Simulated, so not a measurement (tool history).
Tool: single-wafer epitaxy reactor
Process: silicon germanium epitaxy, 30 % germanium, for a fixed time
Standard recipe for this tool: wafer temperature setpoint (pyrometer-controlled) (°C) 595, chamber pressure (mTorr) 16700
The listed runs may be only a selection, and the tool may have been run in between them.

run	hour	wafer temperature setpoint (pyrometer-controlled) (°C)	chamber pressure (mTorr)	wafers since the last listed run	hours since the last pyrometer calibration	hours since the last manometer calibration	hours since the showerhead was replaced	hours since the gauge calibration	read-back reference wafer on the same gauge, thickness_nm	mean film thickness on the monitor wafer (nm)
1	0	595	16700	0	2631.3	835.7	5313.4	182.2	57.712	52.144
2	12.8	595	16700	161	2644.1	848.5	5326.2	195	57.707	52.187
3	19.5	595	16700	84	2650.8	855.2	5332.9	201.7	57.659	52.395
4	63.9	595	16700	559	2695.2	899.6	5377.3	246.1	57.682	52.406
5	80.4	595	19600	208	2711.7	916.1	5393.8	262.6	57.728	55.559
6	92.6	595	16700	153	2723.9	928.3	5406	274.8	57.699	52.559
7	98.7	595	13700	76	2730	934.4	5412.1	280.9	57.701	49.111
8	116	595	13700	218	2747.3	951.7	5429.4	298.2	57.674	49.09
9	132.8	595	16700	211	2764.1	968.5	5446.2	315	57.649	52.583
10	144.1	595	19800	142	2775.4	979.8	5457.5	326.3	57.71	55.7
11	160.2	595	19800	203	2791.5	995.9	5473.6	342.4	57.689	55.816
# hour 173.8: gauge calibrated
# hour 176.8: capacitance manometer re-zeroed and calibrated
12	177.3	603	16700	114	2808.6	0.5	5490.7	3.5	57.699	59.878
13	193.7	588	13000	206	2825	16.9	5507.1	19.9	57.723	43.398
14	201.3	608	13700	95	2832.6	24.5	5514.7	27.5	57.689	60.647
# hour 223.7: showerhead replaced
15	224.2	599	16700	187	2855.5	47.4	0.5	50.4	57.682	56.541
# hour 232.7: pyrometer calibrated
16	233.2	581	16700	12	0.5	56.4	9.5	59.4	57.722	37.96
17	245.9	595	16700	160	13.2	69.1	22.2	72.1	57.722	47.602
18	260.6	583	18500	185	27.9	83.8	36.9	86.8	57.683	40.476
19	268.9	595	19900	104	36.2	92.1	45.2	95.1	57.727	50.633
20	282.9	581	16700	176	50.2	106.1	59.2	109.1	57.7	37.869
21	289.2	607	13300	79	56.5	112.4	65.5	115.4	57.702	53.542
22	299.5	595	16700	129	66.8	122.7	75.8	125.7	57.646	47.75
23	312.7	582	19400	166	80	135.9	89	138.9	57.73	40.486
24	325.1	599	19600	156	92.4	148.3	101.4	151.3	57.671	53.934
25	335.4	604	14900	129	102.7	158.6	111.7	161.6	57.693	53.09

Entry by entry between the runs, the difference in hidden state between the last listed run before and the first listed run after:
After run 11, before run 12: gauge calibrated (hour 173.8); capacitance manometer re-zeroed and calibrated (hour 176.8)
  wafer temperature above the value expected at the setpoint (K): 5.54 -> 5.6
  the result without the hidden state subtracted from the measured one, mean film thickness on the monitor wafer (nm): +4.78 -> +5.105
After run 14, before run 15: showerhead replaced (hour 223.7)
  wafer temperature above the value expected at the setpoint (K): 5.69 -> 5.78
  the result without the hidden state subtracted from the measured one, mean film thickness on the monitor wafer (nm): +5.202 -> +5.007
After run 15, before run 16: pyrometer calibrated (hour 232.7)
  wafer temperature above the value expected at the setpoint (K): 5.78 -> -0.668
  the result without the hidden state subtracted from the measured one, mean film thickness on the monitor wafer (nm): +5.007 -> -0.427

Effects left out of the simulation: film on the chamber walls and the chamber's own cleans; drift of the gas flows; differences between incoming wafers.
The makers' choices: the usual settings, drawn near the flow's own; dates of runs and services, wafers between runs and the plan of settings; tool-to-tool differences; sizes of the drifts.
